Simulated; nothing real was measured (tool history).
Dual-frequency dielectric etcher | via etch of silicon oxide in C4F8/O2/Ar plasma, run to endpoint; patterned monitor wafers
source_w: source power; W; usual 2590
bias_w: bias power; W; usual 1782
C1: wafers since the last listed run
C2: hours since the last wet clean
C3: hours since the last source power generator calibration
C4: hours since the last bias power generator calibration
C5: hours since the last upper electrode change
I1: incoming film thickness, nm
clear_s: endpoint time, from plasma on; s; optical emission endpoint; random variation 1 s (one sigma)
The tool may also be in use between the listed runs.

Run 1, day 0: usual settings but source_w 2880 W; C1 0; C2 362.7; C3 1654.1; C4 3481.8; C5 3350.4; I1 1404.6. Result: clear_s 236.6 s.
Run 2, day 1.392: usual settings but source_w 2880 W; C1 112; C2 396.1; C3 1687.5; C4 3515.2; C5 3383.8; I1 1414. Result: clear_s 237.1 s.
Run 3, day 2.004: usual settings; C1 49; C2 410.8; C3 1702.2; C4 3529.9; C5 3398.5; I1 1418.1. Result: clear_s 250.5 s.
Run 4, day 3.362: usual settings; C1 110; C2 443.4; C3 1734.8; C4 3562.5; C5 3431.1; I1 1391.2. Result: clear_s 244.9 s.
Run 5, day 4.271: usual settings; C1 73; C2 465.2; C3 1756.6; C4 3584.3; C5 3452.9; I1 1409.8. Result: clear_s 251.3 s.
Run 6, day 4.817: usual settings but source_w 2310 W; C1 44; C2 478.3; C3 1769.7; C4 3597.4; C5 3466; I1 1403.6. Result: clear_s 262.9 s.
Run 7, day 6.083: usual settings; C1 102; C2 508.7; C3 1800.1; C4 3627.8; C5 3496.4; I1 1414.2. Result: clear_s 249.9 s.
Run 8, day 7.583: usual settings; C1 121; C2 544.7; C3 1836.1; C4 3663.8; C5 3532.4; I1 1427.5. Result: clear_s 254.8 s.
Run 9, day 8.933: usual settings; C1 109; C2 577.1; C3 1868.5; C4 3696.2; C5 3564.8; I1 1419.2. Result: clear_s 254.2 s.
Run 10, day 10.133: usual settings but source_w 2160 W, bias_w 1526 W; C1 97; C2 605.9; C3 1897.3; C4 3725; C5 3593.6; I1 1406. Result: clear_s 281.7 s.
Run 11, day 10.971: usual settings but source_w 2160 W, bias_w 1526 W; C1 67; C2 626; C3 1917.4; C4 3745.1; C5 3613.7; I1 1398. Result: clear_s 281.2 s.
At day 12.842: upper electrode replaced.
At day 13.312: wet clean of the chamber.
Run 12, day 13.333: usual settings but source_w 2160 W, bias_w 1526 W; C1 72; C2 0.5; C3 1974.1; C4 3801.8; C5 11.8; I1 1418.4. Result: clear_s 256.9 s.
Run 13, day 13.35: usual settings but bias_w 2028 W; C1 1; C2 0.9; C3 1974.5; C4 3802.2; C5 12.2; I1 1402.5. Result: clear_s 221.7 s.
Run 14, day 14.367: usual settings but source_w 2930 W; C1 82; C2 25.3; C3 1998.9; C4 3826.6; C5 36.6; I1 1402.3. Result: clear_s 216.4 s.
Run 15, day 15.062: usual settings but source_w 3170 W, bias_w 1985 W; C1 56; C2 42; C3 2015.6; C4 3843.3; C5 53.3; I1 1418.7. Result: clear_s 206.1 s.
At day 15.317: bias power generator calibrated.
Run 16, day 16.546: usual settings; C1 106; C2 77.6; C3 2051.2; C4 29.5; C5 88.9; I1 1408. Result: clear_s 228.1 s.
Run 17, day 18.025: usual settings but source_w 2880 W; C1 120; C2 113.1; C3 2086.7; C4 65; C5 124.4; I1 1426.5. Result: clear_s 220 s.
Run 18, day 18.971: usual settings but source_w 3090 W, bias_w 1518 W; C1 76; C2 135.8; C3 2109.4; C4 87.7; C5 147.1; I1 1398.4. Result: clear_s 218.9 s.
At day 20.167: wet clean of the chamber, repeated, since the last time left the tool worse.
Run 19, day 20.188: usual settings but source_w 2410 W, bias_w 2134 W; C1 17; C2 0.5; C3 2138.6; C4 116.9; C5 176.3; I1 1406.9. Result: clear_s 240.4 s.
Run 20, day 21.012: usual settings; C1 66; C2 20.3; C3 2158.4; C4 136.7; C5 196.1; I1 1427.7. Result: clear_s 247.1 s.
Run 21, day 24.467: usual settings but source_w 2110 W, bias_w 1426 W; C1 280; C2 103.2; C3 2241.3; C4 219.6; C5 279; I1 1408.5. Result: clear_s 280.7 s.
At day 25.775: source power generator calibrated.
Run 22, day 27.729: usual settings but source_w 2270 W, bias_w 1949 W; C1 251; C2 181.5; C3 46.9; C4 297.9; C5 357.3; I1 1402.6. Result: clear_s 254.7 s.
Run 23, day 28.679: usual settings but source_w 2950 W, bias_w 1346 W; C1 77; C2 204.3; C3 69.7; C4 320.7; C5 380.1; I1 1413.6. Result: clear_s 248.2 s.
Run 24, day 29.533: usual settings; C1 69; C2 224.8; C3 90.2; C4 341.2; C5 400.6; I1 1400. Result: clear_s 244.9 s.
Run 25, day 30.512: usual settings but source_w 3180 W, bias_w 1896 W; C1 79; C2 248.3; C3 113.7; C4 364.7; C5 424.1; I1 1402.2. Result: clear_s 219.1 s.
Run 26, day 31.446: usual settings but source_w 2180 W, bias_w 1557 W; C1 75; C2 270.7; C3 136.1; C4 387.1; C5 446.5; I1 1413.8. Result: clear_s 276.8 s.
Run 27, day 32.679: usual settings; C1 100; C2 300.3; C3 165.7; C4 416.7; C5 476.1; I1 1410.3. Result: clear_s 249.3 s.
Run 28, day 34.017: usual settings but source_w 2140 W, bias_w 1545 W; C1 108; C2 332.4; C3 197.8; C4 448.8; C5 508.2; I1 1416. Result: clear_s 279.3 s.
Run 29, day 35.196: usual settings but source_w 2770 W; C1 95; C2 360.7; C3 226.1; C4 477.1; C5 536.5; I1 1401.4. Result: clear_s 239 s.

3 ways to go on from here, each from the tool as it stands after run 29. What would each give?
Run A, day 35.217: usual settings but bias_w 1406 W; C1 1; C2 361.2; C3 226.6; C4 477.6; C5 537; I1 1392.5. Result: clear_s ?.
Run B, day 35.217: usual settings but source_w 2190 W, bias_w 1347 W; C1 1; C2 361.2; C3 226.6; C4 477.6; C5 537; I1 1392.5. Result: clear_s ?.
Run C, day 35.217: usual settings but source_w 2960 W, bias_w 2094 W; C1 1; C2 361.2; C3 226.6; C4 477.6; C5 537; I1 1392.5. Result: clear_s ?.

run  clear_s
  A    258.3
  B    280.7
  C    223.5
Without the tool's hidden state the same runs would have given:
run  clear_s
  A    253.4
  B    275.3
  C    219.2

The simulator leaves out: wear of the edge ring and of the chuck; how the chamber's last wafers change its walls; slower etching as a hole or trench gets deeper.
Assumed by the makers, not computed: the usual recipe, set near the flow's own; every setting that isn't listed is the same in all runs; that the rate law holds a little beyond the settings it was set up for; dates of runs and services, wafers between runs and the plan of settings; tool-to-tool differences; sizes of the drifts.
